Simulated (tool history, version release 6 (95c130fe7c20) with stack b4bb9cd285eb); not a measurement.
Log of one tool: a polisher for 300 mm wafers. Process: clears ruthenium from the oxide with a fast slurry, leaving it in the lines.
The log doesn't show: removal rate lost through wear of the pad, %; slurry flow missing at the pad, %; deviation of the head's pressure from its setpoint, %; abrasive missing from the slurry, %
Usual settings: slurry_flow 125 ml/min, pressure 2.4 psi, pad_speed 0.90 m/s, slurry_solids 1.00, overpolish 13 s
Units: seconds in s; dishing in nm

run    hour  slurry_flow  pressure  pad_speed  slurry_solids  overpolish  wafers since the last listed run  wafers polished on this pad  hours since the slurry nozzle was cleaned  hours since the head pressure was calibrated  hours since the slurry blender was calibrated  incoming thickness of the incoming film, nm  seconds  dishing
  1     0.0          125       2.4       0.90           1.00           8                                 0                         1964                                      571.8                                         161.4                                          365.1                                        270.5     71.4     22.0
       23.0  -- slurry nozzle cleaned
  2    89.3          125       2.4       0.90           1.00           8                               505                         2469                                       66.3                                         250.7                                          454.4                                        268.2     72.5     22.2
      109.1  -- worn pad replaced by a new one
      192.1  -- slurry blender recalibrated
  3   220.4          125       2.4       0.90           1.00          13                               715                          625                                      197.4                                         381.8                                           28.3                                        275.2     71.1     33.9
  4   323.9          125       2.4       0.90           1.00          13                               592                         1218                                      300.9                                         485.3                                          131.8                                        270.3     71.3     33.8
  5   429.8          125       2.4       0.90           1.00          13                               606                         1824                                      406.8                                         591.2                                          237.7                                        270.3     71.9     33.0
  6   503.4          125       2.4       0.90           1.00          13                               421                         2245                                      480.4                                         664.8                                          311.3                                        273.7     74.3     33.3
  7   601.0          125       2.4       0.90           1.00          13                               558                         2803                                      578.0                                         762.4                                          408.9                                        265.4     73.1     31.8
      616.0  -- worn pad replaced by a new one
  8   659.9          125       2.4       0.90           1.00          13                               314                          251                                      636.9                                         821.3                                          467.8                                        276.0     70.5     34.5
      667.8  -- slurry nozzle cleaned
      721.5  -- slurry blender recalibrated
  9   766.1          125       2.4       0.90           1.00          13                               590                          842                                       98.3                                         927.5                                           44.6                                        267.5     70.5     33.5
      779.8  -- head pressure recalibrated
 10   834.4          145       2.4       0.90           1.00          13                               379                         1221                                      166.6                                          54.6                                          112.9                                        269.3     68.6     35.0
 11   896.2          145       2.4       0.90           1.00          13                               353                         1575                                      228.4                                         116.4                                          174.7                                        270.4     68.6     34.5
 12   967.9          125       2.4       0.90           1.00          13                               410                         1985                                      300.1                                         188.1                                          246.4                                        267.7     71.8     31.7
 13  1009.2          125       2.4       0.90           1.00          13                               236                         2221                                      341.4                                         229.4                                          287.7                                        264.1     72.0     33.1
     1072.4  -- worn pad replaced by a new one
 14  1128.0          140       2.2       0.90           1.00          19                               657                          318                                      460.2                                         348.2                                          406.5                                        275.1     72.0     45.3
     1197.7  -- slurry blender recalibrated
     1205.3  -- slurry nozzle cleaned
 15  1210.3          125       2.4       0.90           0.75          16                               453                          772                                        5.0                                         430.5                                           12.6                                        267.3     83.5     34.2
 16  1282.7          125       2.4       0.90           1.00          13                               414                         1186                                       77.4                                         502.9                                           85.0                                        267.3     69.6     33.0
 17  1355.4          125       2.4       0.90           1.00          13                               416                         1602                                      150.1                                         575.6                                          157.7                                        267.8     70.8     33.3
 18  1551.4          125       2.1       0.66           1.20          13                              1121                         2724                                      346.1                                         771.6                                          353.7                                        268.5     93.9     27.7
     1625.6  -- slurry blender recalibrated
     1632.3  -- worn pad replaced by a new one
 19  1657.8          135       2.4       0.90           1.00          13                               574                          146                                      452.5                                         878.0                                           32.2                                        270.5     68.4     34.8
 20  1703.0          125       2.4       0.90           1.00          13                               258                          404                                      497.7                                         923.2                                           77.4                                        271.0     68.0     35.4
     1779.1  -- head pressure recalibrated
 21  1779.6          125       2.4       1.10           1.00          13                               426                          831                                      574.3                                           0.5                                          154.0                                        272.3     60.3     39.1
     1825.6  -- slurry nozzle cleaned
 22  1851.3           90       2.4       0.90           1.00          13                               404                         1236                                       25.7                                          72.2                                          225.7                                        268.5     76.4     31.7
     2068.3  -- slurry blender recalibrated
 23  2115.3          125       2.4       0.90           1.00          13                              1499                         2735                                      289.7                                         336.2                                           47.0                                        267.0     71.9     32.9
     2166.7  -- worn pad replaced by a new one
 24  2189.9          125       1.9       0.90           1.00          20                               404                          132                                      364.3                                         410.8                                          121.6                                        271.6     81.1     42.3
 25  2229.6          135       1.6       1.20           1.10          13                               227                          359                                      404.0                                         450.5                                          161.3                                        267.7     62.8     35.9
 26  2329.4          165       3.1       0.90           1.00          16                               571                          930                                      503.8                                         550.3                                          261.1                                        270.4     57.0     45.0
 27  2381.1          125       2.4       0.90           1.00          13                               295                         1226                                      555.5                                         602.0                                          312.8                                        269.1     72.3     32.6
 28  2420.1          170       2.4       0.90           1.00          18                               223                         1450                                      594.5                                         641.0                                          351.8                                        272.3     69.0     45.0

4 ways to go on from here, each from the tool as it stands after run 28. What would each give?
  A  2420.6          125       2.4       0.90           1.00          13                                 2                         1452                                      595.0                                         641.5                                          352.3                                        267.8        ?        ?
  B  2420.6           90       2.4       0.66           1.15          10                                 2                         1452                                      595.0                                         641.5                                          352.3                                        267.8        ?        ?
  C  2420.6          125       2.4       1.08           1.15          13                                 2                         1452                                      595.0                                         641.5                                          352.3                                        267.8        ?        ?
  D  2420.6          125       2.4       0.90           1.00          21                                 2                         1452                                      595.0                                         641.5                                          352.3                                        267.8        ?        ?

run  seconds  dishing
  A     72.0     33.8
  B     94.4     21.9
  C     56.9     40.3
  D     72.0     47.6
Without the tool's hidden state the same runs would have given:
run  seconds  dishing
  A     68.3     35.2
  B     89.6     22.9
  C     54.0     41.8
  D     68.3     49.3
